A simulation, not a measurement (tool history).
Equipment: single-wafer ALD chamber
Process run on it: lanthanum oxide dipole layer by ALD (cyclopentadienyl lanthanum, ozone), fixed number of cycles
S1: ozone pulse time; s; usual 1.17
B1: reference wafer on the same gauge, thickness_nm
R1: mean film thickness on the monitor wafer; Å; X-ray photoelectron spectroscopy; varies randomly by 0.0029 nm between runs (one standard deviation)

run 1 hour=0.0 | S1=1.17 | B1=0.502 | R1=4.44
run 2 hour=9.4 | S1=1.17 | B1=0.502 | R1=4.48
run 3 hour=25.6 | S1=1.17 | B1=0.503 | R1=4.46
run 4 hour=38.7 | S1=1.17 | B1=0.504 | R1=4.50
run 5 hour=46.9 | S1=1.17 | B1=0.503 | R1=4.41
run 6 hour=55.1 | S1=1.30 | B1=0.503 | R1=4.62
-- hour=90.4 ozone generator serviced
-- hour=102.1 showerhead replaced
-- hour=106.4 thermocouple changed; heater temperature recalibrated
run 7 hour=106.9 | S1=1.17 | B1=0.502 | R1=5.20
run 8 hour=112.3 | S1=1.17 | B1=0.503 | R1=5.24
-- hour=117.5 gauge calibrated
run 9 hour=122.6 | S1=1.17 | B1=0.504 | R1=5.15
run 10 hour=132.1 | S1=1.58 | B1=0.504 | R1=5.48
run 11 hour=166.6 | S1=1.03 | B1=0.503 | R1=4.91
run 12 hour=179.3 | S1=0.76 | B1=0.504 | R1=4.23
run 13 hour=193.0 | S1=0.86 | B1=0.502 | R1=4.50
run 14 hour=200.3 | S1=1.39 | B1=0.503 | R1=5.33
run 15 hour=207.1 | S1=1.45 | B1=0.503 | R1=5.41
run 16 hour=251.7 | S1=1.17 | B1=0.503 | R1=5.06
run 17 hour=262.4 | S1=0.71 | B1=0.502 | R1=3.94

The same runs without the tool's hidden state, with the same run-to-run variation:
What the log doesn't record here: wafer temperature above the value expected at the setpoint (K); ozone dose above that of a generator just serviced (%); gauge reads high (%).
run=1 R1=5.15
run=2 R1=5.21
run=3 R1=5.21
run=4 R1=5.28
run=5 R1=5.18
run=6 R1=5.32
run=7 R1=5.23
run=8 R1=5.27
run=9 R1=5.19
run=10 R1=5.51
run=11 R1=4.99
run=12 R1=4.34
run=13 R1=4.62
run=14 R1=5.40
run=15 R1=5.47
run=16 R1=5.19
run=17 R1=4.13

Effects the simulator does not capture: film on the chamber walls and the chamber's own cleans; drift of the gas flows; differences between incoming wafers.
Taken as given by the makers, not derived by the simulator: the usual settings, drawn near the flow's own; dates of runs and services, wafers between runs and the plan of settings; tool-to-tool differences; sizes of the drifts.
